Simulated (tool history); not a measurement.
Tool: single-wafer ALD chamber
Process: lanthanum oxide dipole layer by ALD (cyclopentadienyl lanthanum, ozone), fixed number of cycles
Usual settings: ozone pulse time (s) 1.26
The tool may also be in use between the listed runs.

| run | hour | ozone pulse time (s) | read-back reference wafer on the same gauge, thickness_nm | mean film thickness on the monitor wafer (Å) |
|---|---|---|---|---|
| 1 | 0.0 | 1.37 | 0.493 | 5.29 |
| 2 | 48.3 | 1.37 | 0.493 | 5.23 |
| 3 | 76.1 | 1.37 | 0.492 | 5.23 |
| 4 | 243.6 | 0.99 | 0.493 | 4.62 |
|  | 255.0 | thermocouple changed; heater temperature recalibrated |
| 5 | 419.1 | 1.14 | 0.492 | 4.78 |
|  | 436.3 | ozone generator serviced |
| 6 | 460.7 | 1.41 | 0.492 | 5.50 |
| 7 | 528.1 | 1.41 | 0.492 | 5.51 |
| 8 | 574.9 | 1.41 | 0.492 | 5.55 |
| 9 | 631.7 | 1.26 | 0.493 | 5.40 |
| 10 | 670.5 | 1.26 | 0.492 | 5.35 |
| 11 | 723.3 | 1.26 | 0.492 | 5.36 |
| 12 | 761.3 | 1.66 | 0.492 | 5.61 |
| 13 | 822.5 | 1.75 | 0.492 | 5.69 |
| 14 | 866.6 | 1.08 | 0.492 | 5.15 |
| 15 | 905.4 | 1.26 | 0.492 | 5.35 |
| 16 | 974.6 | 1.60 | 0.492 | 5.63 |
|  | 997.3 | gauge calibrated |
| 17 | 1027.1 | 1.68 | 0.492 | 5.56 |
|  | 1051.5 | showerhead replaced |
| 18 | 1051.8 | 1.26 | 0.492 | 5.35 |
| 19 | 1095.5 | 0.84 | 0.492 | 4.67 |
| 20 | 1163.3 | 0.90 | 0.492 | 4.81 |
| 21 | 1234.3 | 1.26 | 0.493 | 5.32 |
| 22 | 1284.5 | 1.51 | 0.492 | 5.53 |
| 23 | 1328.5 | 1.60 | 0.493 | 5.54 |
|  | 1372.6 | thermocouple changed; heater temperature recalibrated |
| 24 | 1383.1 | 1.01 | 0.492 | 5.00 |
| 25 | 1416.4 | 1.08 | 0.492 | 5.00 |
| 26 | 1449.6 | 0.80 | 0.493 | 4.51 |
| 27 | 1517.8 | 0.90 | 0.491 | 4.65 |
| 28 | 1569.7 | 1.26 | 0.492 | 5.23 |
| 29 | 1623.2 | 1.75 | 0.492 | 5.60 |
| 30 | 1671.4 | 0.96 | 0.492 | 4.74 |
| 31 | 1706.8 | 1.48 | 0.493 | 5.40 |
| 32 | 1774.0 | 0.78 | 0.493 | 4.31 |
| 33 | 1835.4 | 1.73 | 0.493 | 5.51 |

Forecast each of these 5 alternatives for the next run:
| A | 1835.8 | 1.02 | ? | ? |
| B | 1835.8 | 1.44 | ? | ? |
| C | 1835.8 | 1.46 | ? | ? |
| D | 1835.8 | 1.67 | ? | ? |
| E | 1835.8 | 1.54 | ? | ? |

| run | read-back reference wafer on the same gauge, thickness_nm | mean film thickness on the monitor wafer (Å) |
|---|---|---|
| A | 0.492 | 4.78 |
| B | 0.492 | 5.31 |
| C | 0.492 | 5.33 |
| D | 0.492 | 5.48 |
| E | 0.492 | 5.39 |
Without the tool's hidden state the same runs would have given:
| run | mean film thickness on the monitor wafer (Å) |
|---|---|
| A | 5.10 |
| B | 5.52 |
| C | 5.54 |
| D | 5.64 |
| E | 5.58 |
